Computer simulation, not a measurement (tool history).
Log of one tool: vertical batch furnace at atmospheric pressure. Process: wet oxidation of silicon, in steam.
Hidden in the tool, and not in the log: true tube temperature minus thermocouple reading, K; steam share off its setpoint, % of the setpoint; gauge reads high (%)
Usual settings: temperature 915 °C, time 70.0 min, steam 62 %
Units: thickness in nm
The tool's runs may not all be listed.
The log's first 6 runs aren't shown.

run    hour  temperature   time  steam  wafers since the last listed run  hours since the last temperature calibration  hours since the steam generator was serviced  hours since the gauge calibration  read-back reference wafer on the same gauge, thickness  thickness
  7   452.3          899   70.0     62                              1568                                         951.2                                         810.6                              815.0                                                  192.01     135.83
  8   531.7          915   70.0     62                              1163                                        1030.6                                         890.0                              894.4                                                  191.94     162.97
  9   587.1          915   70.0     62                               811                                        1086.0                                         945.4                              949.8                                                  191.89     164.11
 10   694.2          915   70.0     62                              1569                                        1193.1                                        1052.5                             1056.9                                                  192.08     163.26
 11   774.1          915   70.0     62                              1170                                        1273.0                                        1132.4                             1136.8                                                  192.06     162.54
 12   819.0          915   70.0     62                               658                                        1317.9                                        1177.3                             1181.7                                                  192.04     161.73
 13   878.3          915   70.0     65                               869                                        1377.2                                        1236.6                             1241.0                                                  192.05     168.76
 14   945.1          915   70.0     65                               978                                        1444.0                                        1303.4                             1307.8                                                  191.88     167.81
 15  1035.1          915   70.0     65                              1318                                        1534.0                                        1393.4                             1397.8                                                  192.02     167.05
 16  1125.4          915   70.0     55                              1323                                        1624.3                                        1483.7                             1488.1                                                  192.01     146.73
 17  1225.3          915   70.0     55                              1464                                        1724.2                                        1583.6                             1588.0                                                  192.13     147.08
     1250.1  -- steam generator serviced
 18  1287.5          915   70.0     62                               559                                        1786.4                                          37.4                             1650.2                                                  192.19     166.67
 19  1355.3          915   70.0     62                               993                                        1854.2                                         105.2                             1718.0                                                  192.14     165.52
 20  1415.0          923   42.5     62                               874                                        1913.9                                         164.9                             1777.7                                                  192.09     122.62
 21  1511.6          936   70.0     62                              1415                                        2010.5                                         261.5                             1874.3                                                  191.95     203.27
 22  1626.3          915   70.0     62                              1680                                        2125.2                                         376.2                             1989.0                                                  191.95     167.43
 23  1709.4          892   70.0     62                              1217                                        2208.3                                         459.3                             2072.1                                                  192.20     128.01
 24  1790.6          915   70.0     62                              1189                                        2289.5                                         540.5                             2153.3                                                  192.07     164.79
 25  1861.0          915   70.0     62                              1031                                        2359.9                                         610.9                             2223.7                                                  191.65     168.00
 26  1921.2          915   70.0     62                               882                                        2420.1                                         671.1                             2283.9                                                  192.01     164.72
     1957.6  -- gauge calibrated
     1972.4  -- thermocouples replaced and temperature profile calibrated
 27  1972.9          933   40.5     51                               405                                           0.5                                         722.8                               15.3                                                  191.83     108.99
 28  2055.6          907   70.0     59                              1211                                          83.2                                         805.5                               98.0                                                  191.91     142.80
 29  2141.7          897  103.5     62                              1261                                         169.3                                         891.6                              184.1                                                  192.26     178.19

Forecast run 30:
 30  2211.6          915  70.0     62                              1024                                         239.2                                         961.5                              254.0                                                       ?          ?

{"run 30": {"read-back reference wafer on the same gauge, thickness": 192.13, "thickness": 163.22}}
Without the tool's hidden state the same run would have given thickness 163.76 nm.

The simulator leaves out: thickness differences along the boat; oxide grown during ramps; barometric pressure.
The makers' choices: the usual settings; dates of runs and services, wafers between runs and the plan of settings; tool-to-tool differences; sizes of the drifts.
